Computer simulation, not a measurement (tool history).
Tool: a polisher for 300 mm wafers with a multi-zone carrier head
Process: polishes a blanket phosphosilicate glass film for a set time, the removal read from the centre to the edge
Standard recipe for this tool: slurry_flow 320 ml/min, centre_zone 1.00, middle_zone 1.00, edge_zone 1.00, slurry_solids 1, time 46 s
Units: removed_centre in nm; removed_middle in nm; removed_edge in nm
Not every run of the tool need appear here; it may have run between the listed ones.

run	hour	slurry_flow	centre_zone	middle_zone	edge_zone	slurry_solids	time	incoming thickness of the incoming film, nm	removed_centre	removed_middle	removed_edge
1	0.0	320	1.00	1.00	1.00	1	46	4334.7	480.2	490.7	489.9
2	16.6	320	1.00	1.00	1.00	1	46	4270.5	479.3	502.6	495.6
# hour 27.3: worn pad replaced by a new one
3	32.9	320	1.00	1.00	1.00	1	46	4275.0	476.8	494.9	491.2
4	41.3	320	1.00	1.00	1.00	1	46	4269.1	477.2	495.3	490.5
5	51.8	320	1.00	1.00	1.00	1	46	4306.7	484.6	500.9	479.6
6	64.1	320	1.05	1.00	1.00	1	46	4285.5	505.9	496.2	485.4
7	71.4	320	1.05	1.00	1.00	1	46	4231.1	497.1	507.2	477.4
# hour 77.8: worn pad replaced by a new one
8	83.7	320	1.05	1.00	1.00	1	46	4293.3	505.9	505.9	488.8
# hour 123.1: worn pad replaced by a new one
9	134.2	320	0.97	1.00	1.00	1	46	4348.8	461.9	505.6	489.3
# hour 145.8: carrier head's membrane replaced by a new one
10	146.3	320	0.96	1.00	1.00	1	34	4327.1	341.6	367.7	359.3
# hour 148.3: edge zone pressure recalibrated
11	155.4	320	1.00	1.00	1.00	1	46	4245.5	484.0	497.4	479.8
# hour 161.4: slurry nozzle cleaned
# hour 165.0: worn pad replaced by a new one
12	166.6	320	1.00	1.00	1.06	1	46	4313.0	490.3	510.6	498.1
13	176.5	355	0.92	1.00	1.00	1	39	4235.8	379.6	429.3	409.6
# hour 181.7: centre zone pressure recalibrated
14	184.0	395	1.00	1.06	1.00	1	46	4255.1	474.2	529.8	490.6
15	193.3	320	0.95	1.11	0.95	1	46	4317.0	452.3	544.0	485.5
16	204.7	320	1.00	1.00	1.00	1	46	4297.8	467.9	502.7	488.9
# hour 209.3: worn pad replaced by a new one
17	215.0	320	1.00	1.00	1.00	1	46	4252.6	470.9	494.7	483.7
18	226.7	320	1.11	1.00	1.00	1	46	4315.8	531.2	491.7	492.4
19	239.3	320	0.94	1.00	1.10	1	46	4316.1	447.7	508.0	505.1

The tool's hidden state at each run:
removal rate lost through wear of the pad, %: 0 at every run
slurry flow missing at the pad, %: 0 at every run
deviation of the centre zone's pressure from its setpoint, %: 0 at every run
deviation of the edge zone's pressure from its setpoint, %: 0 at every run
